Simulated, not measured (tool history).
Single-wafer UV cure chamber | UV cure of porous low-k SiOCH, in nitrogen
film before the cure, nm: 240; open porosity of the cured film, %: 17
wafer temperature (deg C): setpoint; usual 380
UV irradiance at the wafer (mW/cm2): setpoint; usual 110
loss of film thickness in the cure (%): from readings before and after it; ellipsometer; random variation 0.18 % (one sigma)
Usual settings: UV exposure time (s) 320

| run | hour | wafer temperature (deg C) | UV exposure time (s) | UV irradiance at the wafer (mW/cm2) | loss of film thickness in the cure (%) |
|---|---|---|---|---|---|
| 1 | 0.0 | 380 | 200 | 110 | 12.413 |
| 2 | 61.6 | 380 | 320 | 110 | 14.728 |
| 3 | 111.0 | 380 | 320 | 110 | 14.423 |
| 4 | 205.4 | 380 | 320 | 110 | 14.388 |
| 5 | 244.0 | 380 | 320 | 110 | 14.168 |
| 6 | 309.1 | 380 | 320 | 110 | 14.035 |
|  | 337.4 | quartz window cleaned |
| 7 | 345.4 | 380 | 320 | 110 | 13.379 |
| 8 | 397.2 | 380 | 320 | 110 | 13.067 |
| 9 | 450.9 | 380 | 320 | 110 | 13.146 |
| 10 | 494.9 | 380 | 180 | 110 | 10.336 |
|  | 523.2 | quartz window cleaned, repeated, since the last time left the tool worse |
| 11 | 525.5 | 380 | 435 | 139 | 17.237 |
| 12 | 574.4 | 369 | 445 | 86 | 14.608 |
|  | 597.3 | UV bulbs replaced |
| 13 | 609.3 | 397 | 260 | 141 | 14.963 |
| 14 | 669.0 | 387 | 180 | 148 | 12.957 |
| 15 | 722.0 | 380 | 320 | 110 | 14.262 |
| 16 | 758.6 | 380 | 150 | 110 | 10.413 |

Forecast each of these 3 alternatives for the next run:
| A | 759.1 | 380 | 185 | 110 | ? |
| B | 759.1 | 365 | 165 | 85 | ? |
| C | 759.1 | 380 | 445 | 143 | ? |

| run | loss of film thickness in the cure (%) |
|---|---|
| A | 11.605 |
| B | 9.552 |
| C | 17.465 |
Without the tool's hidden state the same runs would have given:
| run | loss of film thickness in the cure (%) |
|---|---|
| A | 11.894 |
| B | 9.825 |
| C | 17.780 |

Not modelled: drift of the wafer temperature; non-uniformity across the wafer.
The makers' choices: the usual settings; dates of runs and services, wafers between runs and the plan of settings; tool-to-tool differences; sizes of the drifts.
